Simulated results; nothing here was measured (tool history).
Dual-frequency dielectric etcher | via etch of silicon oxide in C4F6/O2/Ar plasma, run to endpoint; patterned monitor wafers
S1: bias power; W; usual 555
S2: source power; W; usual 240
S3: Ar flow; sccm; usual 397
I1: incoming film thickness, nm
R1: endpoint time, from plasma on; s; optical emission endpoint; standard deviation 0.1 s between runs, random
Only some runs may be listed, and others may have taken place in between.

run 1 hour=0.0 | S1=555 S2=240 S3=397 | I1=128.3 | R1=35.0
run 2 hour=11.4 | S1=555 S2=240 S3=397 | I1=127.0 | R1=34.6
run 3 hour=23.0 | S1=555 S2=240 S3=463 | I1=129.0 | R1=35.6
run 4 hour=39.3 | S1=555 S2=240 S3=463 | I1=128.1 | R1=35.5
run 5 hour=52.2 | S1=555 S2=240 S3=463 | I1=129.3 | R1=35.7
-- hour=59.5 bias power generator calibrated
run 6 hour=86.4 | S1=555 S2=240 S3=397 | I1=128.9 | R1=35.4
-- hour=99.8 Ar flow controller replaced
run 7 hour=102.8 | S1=555 S2=240 S3=397 | I1=128.0 | R1=35.1
-- hour=127.9 wet clean of the chamber
run 8 hour=128.4 | S1=555 S2=240 S3=397 | I1=127.5 | R1=33.8
run 9 hour=128.7 | S1=555 S2=240 S3=397 | I1=129.2 | R1=34.3
run 10 hour=143.7 | S1=555 S2=240 S3=397 | I1=127.8 | R1=33.8
-- hour=169.7 upper electrode replaced
run 11 hour=170.2 | S1=631 S2=300 S3=486 | I1=127.2 | R1=30.2
run 12 hour=170.5 | S1=555 S2=240 S3=397 | I1=127.8 | R1=34.0
run 13 hour=175.8 | S1=482 S2=210 S3=357 | I1=127.8 | R1=37.5
run 14 hour=189.6 | S1=555 S2=290 S3=481 | I1=127.6 | R1=32.1
run 15 hour=201.4 | S1=490 S2=210 S3=453 | I1=128.1 | R1=38.2
run 16 hour=218.4 | S1=555 S2=260 S3=475 | I1=127.0 | R1=33.6
-- hour=231.4 source power generator calibrated
run 17 hour=231.9 | S1=437 S2=190 S3=486 | I1=129.3 | R1=42.2
run 18 hour=240.5 | S1=593 S2=290 S3=446 | I1=127.1 | R1=31.2
run 19 hour=247.5 | S1=555 S2=260 S3=484 | I1=127.7 | R1=34.0
run 20 hour=256.4 | S1=643 S2=240 S3=473 | I1=127.4 | R1=32.8
run 21 hour=267.0 | S1=416 S2=290 S3=397 | I1=128.1 | R1=35.2
run 22 hour=278.2 | S1=680 S2=270 S3=397 | I1=127.8 | R1=30.6
run 23 hour=292.3 | S1=624 S2=240 S3=496 | I1=127.5 | R1=33.6
run 24 hour=309.3 | S1=628 S2=220 S3=397 | I1=128.2 | R1=34.2
run 25 hour=325.2 | S1=665 S2=200 S3=327 | I1=127.4 | R1=34.2
run 26 hour=337.7 | S1=555 S2=240 S3=397 | I1=127.2 | R1=34.5
run 27 hour=352.2 | S1=555 S2=240 S3=397 | I1=127.6 | R1=34.4
run 28 hour=362.3 | S1=680 S2=270 S3=397 | I1=127.4 | R1=30.6

Per-run results on a tool with no hidden state, each run keeping its own random variation:
Hidden conditions of the tool in this case: etch rate over this chamber's usual, %; bias power that arrives over what is set, %; source power that arrives over what is set, %; Ar flow that arrives over what is set, %.
run=1 R1=34.1
run=2 R1=33.7
run=3 R1=34.6
run=4 R1=34.4
run=5 R1=34.7
run=6 R1=34.2
run=7 R1=33.9
run=8 R1=33.7
run=9 R1=34.2
run=10 R1=33.7
run=11 R1=30.1
run=12 R1=33.9
run=13 R1=37.3
run=14 R1=31.9
run=15 R1=37.9
run=16 R1=33.2
run=17 R1=41.7
run=18 R1=30.8
run=19 R1=33.6
run=20 R1=32.3
run=21 R1=34.7
run=22 R1=30.1
run=23 R1=33.0
run=24 R1=33.6
run=25 R1=33.5
run=26 R1=33.8
run=27 R1=33.7
run=28 R1=29.9
